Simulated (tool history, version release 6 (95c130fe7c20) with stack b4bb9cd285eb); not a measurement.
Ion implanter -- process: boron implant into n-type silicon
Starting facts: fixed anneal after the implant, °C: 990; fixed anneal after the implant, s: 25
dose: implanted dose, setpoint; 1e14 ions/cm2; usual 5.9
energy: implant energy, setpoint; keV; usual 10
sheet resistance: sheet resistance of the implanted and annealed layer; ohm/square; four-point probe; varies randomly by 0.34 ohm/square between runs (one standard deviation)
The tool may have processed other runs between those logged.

run,hour,dose,energy,"read-back reference wafer on the same gauge, sheet resistance",sheet resistance
1,0,5.9,10,265.94,226.52
2,12.3,5.9,10,266.08,226.64
3,41.5,5.9,10,266.25,226.96
4,74.2,5.9,10,265.95,226.18
5,99.4,5.9,10,265.89,226
6,115.6,5.9,10,265.89,225.96
7,147.3,7.22,10,266.07,192.76
8,176.5,7.22,10,265.97,192.89
9,190.9,4.53,10,266.18,278.99
10,222.9,4.53,10,266.07,279.52
11,235.3,5.9,11,266.02,223.48
12,257.7,5.9,11,265.95,223.29
13,284.3,5.9,10,266.21,225.02
14,303.8,4.67,8,265.87,277.69
15,338,5.9,7,266.08,234.32
16,364,5.9,10,266.05,223.97
# hour 390.6: Faraday cup replaced and dose calibrated
17,391.1,4.98,10,265.95,264.4
18,408.7,4.53,10,266.13,286.43
19,432.7,6.78,13.5,266.1,200.43
20,455.4,7.41,12,266.09,188.75
21,481.2,6.57,10,265.98,210.91
22,509,5.14,10,265.85,256.92
23,532.8,7.57,12,266.07,186.03
# hour 586.3: gauge calibrated
24,634.1,5.9,13.5,266.08,224.61
# hour 642.5: extraction supply calibrated
25,663.5,7.35,12,265.99,189.41
26,695.9,4.53,10,266,285.52
27,724,7.44,8,266.09,198.41
28,750.7,5.9,11,266.13,227.84
29,817.6,7.14,13.5,266.11,192.07

Predict each of these 5 candidate next runs independently; none follows another, all start after run 29:
A,818,5.9,10,?,?
B,818,4.99,13,?,?
C,818,7.25,8.5,?,?
D,818,5.9,8,?,?
E,818,6.44,11.5,?,?

run,"read-back reference wafer on the same gauge, sheet resistance",sheet resistance
A,266.2,229.14
B,266.2,257.56
C,266.2,199.58
D,266.2,234.82
E,266.2,211.02
Had the tool no hidden state, the same runs would have come out as:
run,sheet resistance
A,229.59
B,258.08
C,199.94
D,235.27
E,211.44
